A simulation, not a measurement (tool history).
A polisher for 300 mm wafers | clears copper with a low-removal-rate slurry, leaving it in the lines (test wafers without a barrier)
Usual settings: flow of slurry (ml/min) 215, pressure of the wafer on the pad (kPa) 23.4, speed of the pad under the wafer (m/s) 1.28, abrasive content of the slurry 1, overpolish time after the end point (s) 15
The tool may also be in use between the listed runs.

run     day  flow of slurry (ml/min)  pressure of the wafer on the pad (kPa)  speed of the pad under the wafer (m/s)  abrasive content of the slurry  overpolish time after the end point (s)  wafers since the last listed run  wafers polished on this pad  hours since the slurry nozzle was cleaned  hours since the head pressure was calibrated  hours since the slurry blender was calibrated  incoming thickness of the incoming film, nm  time until the end point was called (s)  dishing of a wide line in a test structure (angstrom)
  1       0                      215                                    23.4                                    1.28                               1                                       15                                 0                          687                                       52.4                                        1022.3                                          118.3                                        652.2                                    179.6                                                    364
  2   2.108                      170                                    23.4                                    1.28                               1                                       15                               393                         1081                                        103                                        1072.9                                          168.9                                        659.3                                    187.4                                                    370
  3   4.696                      170                                    23.4                                    1.28                               1                                       15                               483                         1564                                      165.1                                          1135                                            231                                        663.1                                    190.1                                                    362
      4.854  -- head pressure recalibrated
  4   7.321                      170                                    23.4                                    1.28                               1                                       15                               474                         2039                                      228.1                                          59.2                                            294                                        656.1                                      176                                                    383
  5   8.425                      215                                    23.4                                    1.28                               1                                       15                               206                         2245                                      254.6                                          85.7                                          320.5                                        652.9                                    171.2                                                    388
  6   10.95                      215                                    23.4                                    1.28                               1                                       15                               471                         2717                                      315.2                                         146.3                                          381.1                                        664.9                                    173.1                                                    404
  7  13.104                      150                                    23.4                                    1.28                               1                                       15                               402                         3119                                      366.9                                           198                                          432.8                                        666.8                                    178.7                                                    379
  8  15.083                      215                                    23.4                                    1.28                               1                                       15                               369                         3489                                      414.4                                         245.5                                          480.3                                        659.2                                    169.7                                                    405
     16.533  -- worn pad replaced by a new one
     16.633  -- slurry blender recalibrated
  9  17.617                      215                                    23.4                                    1.28                               1                                       15                               426                          186                                      475.2                                         306.3                                           23.6                                          652                                    167.5                                                    398
 10   19.85                      215                                    23.4                                    1.28                               1                                       15                               417                          603                                      528.8                                         359.9                                           77.2                                        663.9                                    173.9                                                    390
 11  22.654                      215                                      29                                     1.6                            1.15                                       12                               523                         1127                                      596.1                                         427.2                                          144.5                                        669.6                                    110.7                                                    483
     25.096  -- head pressure recalibrated, repeated, since the last time left the tool worse
 12  25.117                      215                                    23.4                                    1.28                               1                                       15                               444                         1572                                      655.2                                           0.5                                          203.6                                        667.1                                    194.8                                                    348
     25.738  -- slurry nozzle cleaned
 13  26.629                      215                                    23.4                                    1.28                             1.2                                       15                               274                         1846                                       21.4                                          36.8                                          239.9                                        666.9                                    185.9                                                    376
 14  29.017                      215                                    23.4                                    1.28                            1.25                                       15                               446                         2293                                       78.7                                          94.1                                          297.2                                        661.7                                    183.1                                                    372
 15  30.546                      215                                    23.4                                    1.56                               1                                       15                               285                         2578                                      115.4                                         130.8                                          333.9                                        660.6                                    160.1                                                    416
 16  31.792                      215                                    23.4                                    1.28                             0.9                                       15                               232                         2811                                      145.3                                         160.7                                          363.8                                        650.8                                    192.6                                                    356
     33.125  -- worn pad replaced by a new one
 17  33.625                      215                                    23.4                                    1.28                             1.1                                       15                               311                           93                                      189.3                                         204.7                                          407.8                                        657.9                                    186.6                                                    374
     34.104  -- slurry blender recalibrated
 18  34.633                      215                                    23.4                                    1.28                               1                                       15                               172                          266                                      213.5                                         228.9                                           12.7                                        668.1                                    194.3                                                    356
 19  37.608                      215                                    29.6                                    1.04                             0.9                                       15                               555                          821                                      284.9                                         300.3                                           84.1                                        658.5                                    181.7                                                    378
 20  39.888                      290                                    23.4                                    1.28                               1                                       18                               425                         1247                                      339.6                                           355                                          138.8                                        666.9                                    187.4                                                    437
 21  42.867                      260                                    23.4                                     1.5                            1.15                                       15                               556                         1804                                      411.1                                         426.5                                          210.3                                        652.8                                    154.8                                                    435
 22  45.046                      215                                    23.4                                     0.9                               1                                       10                               407                         2211                                      463.4                                         478.8                                          262.6                                          657                                    249.9                                                    192
 23  47.788                      215                                    26.2                                    1.12                               1                                       21                               512                         2723                                      529.2                                         544.6                                          328.4                                        648.4                                    183.7                                                    491
     49.504  -- slurry nozzle cleaned
 24  49.717                      235                                    23.4                                    1.28                            0.85                                       15                               352                         3076                                        5.1                                         590.9                                          374.7                                        667.3                                    196.6                                                    358
 25  52.696                      215                                    23.4                                    1.58                               1                                       15                               556                         3632                                       76.6                                         662.4                                          446.2                                        647.7                                    152.5                                                    440
     54.133  -- slurry blender recalibrated
     54.167  -- worn pad replaced by a new one
 26  54.229                      215                                    16.5                                    1.62                               1                                       15                               264                           11                                      113.4                                         699.2                                            2.3                                        656.9                                    213.8                                                    316
 27  57.067                      190                                      29                                    1.52                             1.2                                       15                               530                          541                                      181.5                                         767.3                                           70.4                                        659.7                                    125.1                                                    522
 28  59.171                      215                                    26.9                                    1.28                               1                                       15                               393                          934                                        232                                         817.8                                          120.9                                        672.1                                    165.6                                                    415
 29  60.712                      215                                    23.4                                    1.46                               1                                       15                               288                         1222                                        269                                         854.8                                          157.9                                          665                                    167.9                                                    412

3 ways to go on from here, each from the tool as it stands after run 29. What would each give?
  A  60.733                      215                                    23.4                                    1.28                               1                                       15                                 3                         1226                                      269.5                                         855.3                                          158.4                                        671.3                                        ?                                                      ?
  B  60.733                      215                                    23.4                                    1.28                            0.85                                       15                                 3                         1226                                      269.5                                         855.3                                          158.4                                        671.3                                        ?                                                      ?
  C  60.733                      215                                    26.2                                    1.12                               1                                        9                                 3                         1226                                      269.5                                         855.3                                          158.4                                        671.3                                        ?                                                      ?

run  time until the end point was called (s)  dishing of a wide line in a test structure (angstrom)
  A                                    190.3                                                    367
  B                                      198                                                    354
  C                                    191.2                                                    230
Without the tool's hidden state the same runs would have given:
run  time until the end point was called (s)  dishing of a wide line in a test structure (angstrom)
  A                                    199.5                                                    351
  B                                    207.6                                                    339
  C                                    200.5                                                    220

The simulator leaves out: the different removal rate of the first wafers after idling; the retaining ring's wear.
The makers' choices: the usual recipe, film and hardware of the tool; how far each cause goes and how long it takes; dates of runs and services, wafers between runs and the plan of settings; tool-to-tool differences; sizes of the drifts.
